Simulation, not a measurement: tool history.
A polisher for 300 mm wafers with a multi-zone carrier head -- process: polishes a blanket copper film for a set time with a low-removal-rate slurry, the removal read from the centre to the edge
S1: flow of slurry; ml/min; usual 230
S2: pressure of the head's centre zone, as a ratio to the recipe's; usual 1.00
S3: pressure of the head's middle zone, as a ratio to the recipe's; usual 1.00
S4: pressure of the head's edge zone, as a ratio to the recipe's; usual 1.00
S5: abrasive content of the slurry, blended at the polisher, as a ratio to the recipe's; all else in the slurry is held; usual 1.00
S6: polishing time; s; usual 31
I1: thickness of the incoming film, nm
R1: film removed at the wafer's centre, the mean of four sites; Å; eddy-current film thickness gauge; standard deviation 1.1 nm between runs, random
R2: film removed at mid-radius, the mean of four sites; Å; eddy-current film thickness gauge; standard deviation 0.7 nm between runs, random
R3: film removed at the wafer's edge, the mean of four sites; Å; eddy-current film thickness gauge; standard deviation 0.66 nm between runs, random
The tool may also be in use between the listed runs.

run   hour   S1    S2    S3    S4    S5  S6      I1    R1    R2    R3
  1    0.0  230  1.00  1.00  1.00  1.00  31  1301.8   970   993   976
      19.1  -- worn pad replaced by a new one
  2   19.6  230  1.00  1.00  1.00  1.00  31  1304.2   976  1019   991
  3   31.1  230  1.00  1.00  1.00  1.00  31  1295.6   973  1001   976
  4   45.8  230  1.00  1.00  1.00  1.00  31  1294.5   943  1011   975
  5   60.5  230  1.00  1.00  1.00  1.00  31  1295.2   961  1007   983
      66.4  -- worn pad replaced by a new one
  6   67.1  230  1.00  1.00  1.00  1.00  31  1289.8   953  1003   975
      83.9  -- centre zone pressure recalibrated
      84.2  -- edge zone pressure recalibrated
  7   84.7  230  1.00  1.00  1.00  1.00  31  1296.0   964  1004   979
      90.4  -- carrier head's membrane replaced by a new one
  8   94.9  180  0.94  1.00  1.00  0.90  40  1290.2  1118  1219  1195
     103.6  -- slurry nozzle cleaned
  9  104.3  230  1.00  1.00  1.00  1.00  31  1291.6   970  1017   980
     118.4  -- worn pad replaced by a new one
 10  120.8  165  1.00  1.00  1.00  1.00  21  1304.4   615   637   635
 11  133.6  230  0.96  1.00  1.11  1.15  31  1306.1   957  1037  1052
 12  142.3  230  1.00  1.00  1.00  1.00  31  1307.1   973  1007   972
 13  154.3  230  1.00  0.93  1.00  1.00  31  1269.8   974   961   984
     164.4  -- worn pad replaced by a new one
 14  164.9  230  1.06  1.12  1.07  1.00  23  1301.7   740   819   748

State the hidden condition of the tool at each of the runs:
removal rate lost through wear of the pad, %: 0 on each run
slurry flow missing at the pad, %: 0 on each run
deviation of the centre zone's pressure from its setpoint, %: 0 on each run
deviation of the edge zone's pressure from its setpoint, %: 0 on each run

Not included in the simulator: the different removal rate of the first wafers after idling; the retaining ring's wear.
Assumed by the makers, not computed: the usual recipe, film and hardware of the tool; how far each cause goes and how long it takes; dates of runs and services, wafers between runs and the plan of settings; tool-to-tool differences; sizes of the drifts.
